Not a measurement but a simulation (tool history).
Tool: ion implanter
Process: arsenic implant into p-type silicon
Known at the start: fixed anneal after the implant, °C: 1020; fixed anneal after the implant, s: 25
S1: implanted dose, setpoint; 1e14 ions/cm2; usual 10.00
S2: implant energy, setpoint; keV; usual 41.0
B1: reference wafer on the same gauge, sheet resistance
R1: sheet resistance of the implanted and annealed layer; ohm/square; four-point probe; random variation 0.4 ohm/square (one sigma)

| run | hour | S1 | S2 | B1 | R1 |
|---|---|---|---|---|---|
| 1 | 0.0 | 10.00 | 31.5 | 124.04 | 114.16 |
| 2 | 28.0 | 10.00 | 31.5 | 124.00 | 115.19 |
| 3 | 99.9 | 10.00 | 41.0 | 123.97 | 110.10 |
| 4 | 153.9 | 11.83 | 33.0 | 123.84 | 102.76 |
| 5 | 218.6 | 11.83 | 33.0 | 123.95 | 103.29 |
| 6 | 256.4 | 10.00 | 41.0 | 123.96 | 111.19 |
| 7 | 301.0 | 10.00 | 41.0 | 124.09 | 111.67 |
| 8 | 340.4 | 10.00 | 41.0 | 124.11 | 111.73 |
|  | 365.7 | gauge calibrated |
| 9 | 376.7 | 7.87 | 45.0 | 124.02 | 130.77 |
|  | 411.6 | extraction supply calibrated |
| 10 | 420.1 | 11.49 | 36.0 | 124.01 | 105.21 |
|  | 474.5 | Faraday cup replaced and dose calibrated |
| 11 | 475.0 | 10.00 | 41.0 | 124.03 | 107.55 |
| 12 | 525.0 | 10.00 | 54.0 | 124.04 | 102.84 |
| 13 | 572.3 | 11.42 | 30.0 | 123.94 | 104.42 |
| 14 | 644.3 | 11.87 | 50.0 | 123.92 | 92.79 |

5 ways to go on from here, each from the tool as it stands after run 14. What would each give?
| A | 644.7 | 10.00 | 55.0 | ? | ? |
| B | 644.7 | 11.80 | 53.5 | ? | ? |
| C | 644.7 | 8.35 | 49.5 | ? | ? |
| D | 644.7 | 11.63 | 36.0 | ? | ? |
| E | 644.7 | 11.94 | 28.5 | ? | ? |

| run | B1 | R1 |
|---|---|---|
| A | 123.84 | 102.95 |
| B | 123.84 | 92.17 |
| C | 123.84 | 119.17 |
| D | 123.84 | 100.42 |
| E | 123.84 | 103.65 |
Without the tool's hidden state the same runs would have given:
| run | R1 |
|---|---|
| A | 103.00 |
| B | 92.20 |
| C | 119.22 |
| D | 100.46 |
| E | 103.69 |
